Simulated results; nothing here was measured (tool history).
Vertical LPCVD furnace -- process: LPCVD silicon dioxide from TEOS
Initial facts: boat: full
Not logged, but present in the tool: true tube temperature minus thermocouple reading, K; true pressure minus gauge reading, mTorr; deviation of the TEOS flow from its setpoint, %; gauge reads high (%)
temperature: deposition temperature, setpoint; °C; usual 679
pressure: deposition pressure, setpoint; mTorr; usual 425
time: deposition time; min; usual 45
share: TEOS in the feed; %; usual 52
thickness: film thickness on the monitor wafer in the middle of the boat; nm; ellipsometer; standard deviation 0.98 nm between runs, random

run	hour	temperature	pressure	time	share	wafers since the last listed run	hours since the last temperature calibration	hours since the pressure gauge was zeroed	hours since the TEOS flow controller was replaced	hours since the gauge calibration	read-back reference wafer on the same gauge, thickness	thickness
1	0	679	425	45	52	0	3406.1	807.7	3770.6	419.5	169.85	205.64
2	86.2	679	425	57	52	1277	3492.3	893.9	3856.8	505.7	169.86	260.38
3	126.2	679	425	57	52	592	3532.3	933.9	3896.8	545.7	169.91	264.09
4	211.1	679	425	45	52	1258	3617.2	1018.8	3981.7	630.6	169.95	206.8
5	264.9	679	425	45	52	797	3671	1072.6	4035.5	684.4	170.13	206.33
6	514.9	679	425	45	52	3704	3921	1322.6	4285.5	934.4	170.13	207.59
7	616.9	679	425	45	52	1511	4023	1424.6	4387.5	1036.4	170.14	207.04
8	693.5	679	425	45	52	1135	4099.6	1501.2	4464.1	1113	170.26	208.1
9	740.9	679	425	45	52	702	4147	1548.6	4511.5	1160.4	169.89	208.88
10	797	686	425	45	52	831	4203.1	1604.7	4567.6	1216.5	169.83	247.44
# hour 840.2: gauge calibrated
# hour 870.8: thermocouples replaced and temperature profile calibrated
11	894.8	686	425	45	52	1093	24	1702.5	4665.4	54.6	169.97	246.11
12	966	686	425	45	52	1055	95.2	1773.7	4736.6	125.8	170.22	245.38
13	1005.4	679	425	45	52	583	134.6	1813.1	4776	165.2	169.88	208.11
14	1065.8	679	425	49	52	895	195	1873.5	4836.4	225.6	169.89	226.2
15	1119.3	679	425	49	52	792	248.5	1927	4889.9	279.1	170.1	226.36
16	1223.9	679	425	51.5	52	1550	353.1	2031.6	4994.5	383.7	170.22	238.52
# hour 1300.8: TEOS flow controller replaced
17	1306.5	672	525	54	56	868	435.7	2114.2	5.7	466.3	169.85	241.83
18	1400.9	687	390	54.5	43	1398	530.1	2208.6	100.1	560.7	170.12	265.4
19	1507.7	679	425	45	52	1582	636.9	2315.4	206.9	667.5	169.99	209.17

Estimate the outcome of run 20 from the log above:
20	1580.8	679	495	51.5	52	1083	710	2388.5	280	740.6	?	?

{"run 20": {"read-back reference wafer on the same gauge, thickness": 169.95, "thickness": 256.85}}
Without the tool's hidden state the same run would have given thickness 251.23 nm.

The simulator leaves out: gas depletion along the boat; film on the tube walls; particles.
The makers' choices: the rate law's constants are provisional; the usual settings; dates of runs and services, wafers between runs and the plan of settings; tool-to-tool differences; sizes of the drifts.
